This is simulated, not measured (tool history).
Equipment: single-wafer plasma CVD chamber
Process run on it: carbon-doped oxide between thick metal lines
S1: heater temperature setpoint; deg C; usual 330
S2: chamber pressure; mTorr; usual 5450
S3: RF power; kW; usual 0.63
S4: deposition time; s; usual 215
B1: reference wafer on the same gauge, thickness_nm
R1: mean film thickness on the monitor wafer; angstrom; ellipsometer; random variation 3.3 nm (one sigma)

Run 1, hour 0: usual settings; B1 1529.31. Result: R1 13091.76 angstrom.
Run 2, hour 38.4: usual settings; B1 1530.261. Result: R1 13047.67 angstrom.
Run 3, hour 44.7: usual settings; B1 1528.573. Result: R1 13068.98 angstrom.
Run 4, hour 55.2: usual settings; B1 1530.746. Result: R1 13021.31 angstrom.
Run 5, hour 71.6: usual settings; B1 1530.112. Result: R1 12963.02 angstrom.
Run 6, hour 84.2: usual settings; B1 1527.842. Result: R1 13005.42 angstrom.
Run 7, hour 91.2: usual settings; B1 1530.026. Result: R1 12980.31 angstrom.
Run 8, hour 105.2: usual settings; B1 1528.786. Result: R1 13026.21 angstrom.
At hour 111.4: gauge calibrated.
Run 9, hour 117.1: usual settings; B1 1530.257. Result: R1 12937.96 angstrom.
Run 10, hour 125.7: usual settings but S2 5770 mTorr; B1 1529.572. Result: R1 13078.76 angstrom.
At hour 143.4: RF generator calibrated.
Run 11, hour 143.9: usual settings but S2 5770 mTorr; B1 1527.544. Result: R1 13941.27 angstrom.
Run 12, hour 151: usual settings; B1 1530.665. Result: R1 13795.6 angstrom.
Run 13, hour 166.7: usual settings; B1 1528.148. Result: R1 13786.93 angstrom.
At hour 181.4: showerhead replaced.
Run 14, hour 184: usual settings; B1 1531.18. Result: R1 13730.26 angstrom.
Run 15, hour 197.1: usual settings but S1 338 deg C, S2 6580 mTorr, S3 0.685 kW, S4 229 s; B1 1529.734. Result: R1 15485.28 angstrom.
Run 16, hour 213.3: usual settings but S1 344 deg C, S2 4440 mTorr; B1 1529.446. Result: R1 12833.45 angstrom.
At hour 222: thermocouple changed; heater temperature recalibrated.
Run 17, hour 228.3: usual settings but S2 4790 mTorr, S4 187 s; B1 1528.399. Result: R1 11741.25 angstrom.
Run 18, hour 245.1: usual settings but S1 340 deg C, S2 6300 mTorr, S3 0.675 kW, S4 180 s; B1 1529.737. Result: R1 12022.28 angstrom.

What will run 19 give?
Run 19, hour 252.9: usual settings but S1 336 deg C, S2 6600 mTorr, S3 0.59 kW, S4 243 s; B1 ?. Result: R1 ?.

Logged for run 19: B1 1529.656, R1 15083.28 angstrom.
Had the tool carried no hidden state, the very same run would have given R1 15123.28 angstrom.

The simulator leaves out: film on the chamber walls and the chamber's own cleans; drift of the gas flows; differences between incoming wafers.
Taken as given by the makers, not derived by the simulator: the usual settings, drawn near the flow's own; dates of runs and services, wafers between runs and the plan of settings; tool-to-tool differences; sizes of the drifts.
